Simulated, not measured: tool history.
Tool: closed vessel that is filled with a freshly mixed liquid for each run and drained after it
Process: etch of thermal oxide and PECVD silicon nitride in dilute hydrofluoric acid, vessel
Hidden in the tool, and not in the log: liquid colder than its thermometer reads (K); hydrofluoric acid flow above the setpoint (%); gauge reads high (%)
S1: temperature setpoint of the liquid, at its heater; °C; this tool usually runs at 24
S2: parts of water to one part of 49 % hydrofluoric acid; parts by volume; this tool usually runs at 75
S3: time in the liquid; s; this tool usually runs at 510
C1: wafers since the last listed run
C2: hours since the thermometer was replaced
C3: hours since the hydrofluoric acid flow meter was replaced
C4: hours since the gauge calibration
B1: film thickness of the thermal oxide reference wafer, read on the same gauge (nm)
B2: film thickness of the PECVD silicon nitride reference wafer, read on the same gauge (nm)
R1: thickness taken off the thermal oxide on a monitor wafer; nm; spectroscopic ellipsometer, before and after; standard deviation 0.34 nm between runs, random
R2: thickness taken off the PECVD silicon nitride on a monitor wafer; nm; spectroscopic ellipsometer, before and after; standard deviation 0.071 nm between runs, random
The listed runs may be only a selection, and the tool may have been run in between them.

Run 1, hour 0: usual settings but S3 655 s; C1 0; C2 535.3; C3 1182.3; C4 365.8; B1 149.97; B2 79.99. Result: R1 50.52 nm, R2 15.15 nm.
Run 2, hour 15.3: usual settings but S3 655 s; C1 654; C2 550.6; C3 1197.6; C4 381.1; B1 150.02; B2 79.99. Result: R1 49.97 nm, R2 15.23 nm.
Run 3, hour 50.9: usual settings; C1 1522; C2 586.2; C3 1233.2; C4 416.7; B1 150; B2 80.01. Result: R1 38.33 nm, R2 11.69 nm.
Run 4, hour 80.5: usual settings; C1 1266; C2 615.8; C3 1262.8; C4 446.3; B1 149.98; B2 79.99. Result: R1 39.3 nm, R2 11.82 nm.
Run 5, hour 112: usual settings; C1 1347; C2 647.3; C3 1294.3; C4 477.8; B1 149.99; B2 80. Result: R1 38.46 nm, R2 11.84 nm.
Run 6, hour 140: usual settings but S2 55 parts by volume, S3 625 s; C1 1197; C2 675.3; C3 1322.3; C4 505.8; B1 150.02; B2 79.96. Result: R1 66.54 nm, R2 19.58 nm.
At hour 142: gauge calibrated.
Run 7, hour 245.9: usual settings; C1 4530; C2 781.2; C3 1428.2; C4 103.9; B1 150.03; B2 80.01. Result: R1 39.22 nm, R2 11.71 nm.
Run 8, hour 278.7: usual settings; C1 1403; C2 814; C3 1461; C4 136.7; B1 149.99; B2 80.01. Result: R1 38.67 nm, R2 11.63 nm.
At hour 302.5: hydrofluoric acid flow meter replaced.
Run 9, hour 310.7: usual settings but S1 21 °C, S2 55 parts by volume, S3 355 s; C1 1326; C2 846; C3 8.2; C4 168.7; B1 150; B2 80. Result: R1 31.16 nm, R2 8.38 nm.
Run 10, hour 341.5: usual settings but S1 22 °C, S2 40 parts by volume, S3 250 s; C1 1317; C2 876.8; C3 39; C4 199.5; B1 149.96; B2 80. Result: R1 31.91 nm, R2 8.62 nm.
Run 11, hour 354.6: usual settings but S2 115 parts by volume; C1 560; C2 889.9; C3 52.1; C4 212.6; B1 149.96; B2 79.99. Result: R1 22.34 nm, R2 7.17 nm.
Run 12, hour 374.2: usual settings; C1 838; C2 909.5; C3 71.7; C4 232.2; B1 150.01; B2 80. Result: R1 35.97 nm, R2 10.91 nm.
Run 13, hour 388.6: usual settings but S1 21.5 °C, S2 105 parts by volume, S3 230 s; C1 615; C2 923.9; C3 86.1; C4 246.6; B1 149.97; B2 79.99. Result: R1 10.1 nm, R2 2.98 nm.
Run 14, hour 416.1: usual settings but S2 60 parts by volume; C1 1176; C2 951.4; C3 113.6; C4 274.1; B1 149.98; B2 80. Result: R1 46.18 nm, R2 13.54 nm.
Run 15, hour 452: usual settings but S2 110 parts by volume; C1 1535; C2 987.3; C3 149.5; C4 310; B1 149.99; B2 80.01. Result: R1 23.43 nm, R2 7.52 nm.
Run 16, hour 472.5: usual settings but S1 27.5 °C, S2 55 parts by volume, S3 360 s; C1 876; C2 1007.8; C3 170; C4 330.5; B1 150.01; B2 79.98. Result: R1 41.24 nm, R2 13.17 nm.
Run 17, hour 499.3: usual settings; C1 1146; C2 1034.6; C3 196.8; C4 357.3; B1 150.01; B2 80.01. Result: R1 36.37 nm, R2 10.8 nm.
At hour 509.7: thermometer replaced.
Run 18, hour 520.6: usual settings but S2 95 parts by volume, S3 785 s; C1 868; C2 10.9; C3 218.1; C4 378.6; B1 149.97; B2 80.01. Result: R1 44.14 nm, R2 14.27 nm.
Run 19, hour 539.7: usual settings but S1 22 °C, S2 40 parts by volume, S3 250 s; C1 817; C2 30; C3 237.2; C4 397.7; B1 149.99; B2 80.01. Result: R1 33.74 nm, R2 9.22 nm.
Run 20, hour 564.9: usual settings but S1 26 °C, S2 90 parts by volume; C1 1077; C2 55.2; C3 262.4; C4 422.9; B1 150; B2 80.02. Result: R1 33.56 nm, R2 11.13 nm.
Run 21, hour 600.6: usual settings; C1 1527; C2 90.9; C3 298.1; C4 458.6; B1 149.97; B2 79.98. Result: R1 37.79 nm, R2 11.72 nm.
Run 22, hour 615.5: usual settings but S1 21 °C, S3 620 s; C1 637; C2 105.8; C3 313; C4 473.5; B1 149.99; B2 80.01. Result: R1 40.84 nm, R2 11.46 nm.
Run 23, hour 646.1: usual settings but S1 21.5 °C, S2 60 parts by volume, S3 240 s; C1 1308; C2 136.4; C3 343.6; C4 504.1; B1 149.98; B2 80.01. Result: R1 20.3 nm, R2 5.64 nm.
At hour 655.2: gauge calibrated.
Run 24, hour 670.8: usual settings; C1 1056; C2 161.1; C3 368.3; C4 15.6; B1 149.99; B2 80.01. Result: R1 38.02 nm, R2 11.6 nm.
Run 25, hour 695.4: usual settings but S1 19 °C, S2 45 parts by volume, S3 630 s; C1 1052; C2 185.7; C3 392.9; C4 40.2; B1 149.99; B2 79.98. Result: R1 66.36 nm, R2 16.7 nm.
Run 26, hour 722.4: usual settings but S1 22.5 °C, S2 50 parts by volume; C1 1154; C2 212.7; C3 419.9; C4 67.2; B1 150; B2 80. Result: R1 54.97 nm, R2 15.56 nm.

Below are 3 alternative next runs, each starting from the tool's condition after run 26. Predict each:
Run A, hour 723.2: usual settings but S3 770 s; C1 34; C2 213.5; C3 420.7; C4 68; B1 ?; B2 ?. Result: R1 ?, R2 ?.
Run B, hour 723.2: usual settings but S1 22 °C, S2 40 parts by volume, S3 285 s; C1 34; C2 213.5; C3 420.7; C4 68; B1 ?; B2 ?. Result: R1 ?, R2 ?.
Run C, hour 723.2: usual settings but S2 110 parts by volume, S3 365 s; C1 34; C2 213.5; C3 420.7; C4 68; B1 ?; B2 ?. Result: R1 ?, R2 ?.

run      B1     B2     R1     R2
  A  150.03  80.01   57.1  17.49
  B  150.03  80.01  38.08  10.44
  C  150.03  80.01  17.69   5.68
Take away the tool's hidden state, keep each run's random variation, and the runs would have read:
run     R1     R2
  A  56.33   17.5
  B  37.64  10.46
  C  17.43   5.69
